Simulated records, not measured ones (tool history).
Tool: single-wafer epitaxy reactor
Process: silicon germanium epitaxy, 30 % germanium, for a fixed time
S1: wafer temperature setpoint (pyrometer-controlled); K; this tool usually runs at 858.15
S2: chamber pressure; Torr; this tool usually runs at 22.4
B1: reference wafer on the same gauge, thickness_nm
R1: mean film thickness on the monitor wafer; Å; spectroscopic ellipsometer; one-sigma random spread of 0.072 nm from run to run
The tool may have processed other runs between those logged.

run	hour	S1	S2	B1	R1
1	0	858.15	22.4	42.874	481.81
2	9	858.15	22.4	42.901	481.53
3	21.7	858.15	22.4	42.919	483.14
4	31.4	858.15	22.4	42.94	481.7
5	41.2	858.15	22.4	42.877	482.35
6	57.9	852.15	26.8	42.921	447.95
7	75.4	852.15	26.8	42.92	448.65
8	91.9	852.15	26.8	42.905	449.73
9	107	858.15	22.4	42.916	480.57
10	117.2	858.15	22.4	42.899	480.52
11	134	858.15	22.4	42.881	480.4
12	149.7	851.15	24.5	42.914	424.82
13	164.9	851.15	24.5	42.906	424.54
14	181	851.15	24.5	42.9	423.89
# hour 191.2: showerhead replaced
15	193.4	873.15	19.9	42.892	632.57
# hour 193.6: gauge calibrated
16	200.5	845.15	17	42.89	329.91
17	206.7	858.15	22.4	42.911	480.2
18	222.6	844.15	19.3	42.903	336.33
# hour 238.2: capacitance manometer re-zeroed and calibrated
19	238.7	858.15	17.8	42.891	431.34
20	242	863.15	17.5	42.887	478.53
21	257.1	868.15	22.4	42.877	577.8
22	272.6	858.15	20.6	42.889	452.92
23	289.4	858.15	22.4	42.925	467.53
# hour 298.1: pyrometer calibrated
24	304.5	850.15	17.7	42.909	373.07
25	314.4	854.15	20.8	42.899	431.03
26	335.3	868.15	26.7	42.912	630.46
27	355.6	866.15	22.4	42.937	569.9
28	371.8	866.15	22.4	42.903	568.5
29	389.1	871.15	22.4	42.916	633.43

Below are 3 alternative next runs, each starting from the tool's condition after run 29. Predict each:
A	389.5	858.15	22.4	?	?
B	389.5	849.15	22.4	?	?
C	389.5	867.15	17.4	?	?

run	B1	R1
A	42.905	480.3
B	42.905	394.59
C	42.905	536.53
Take away the tool's hidden state, keep each run's random variation, and the runs would have read:
run	R1
A	480.52
B	394.85
C	536.67
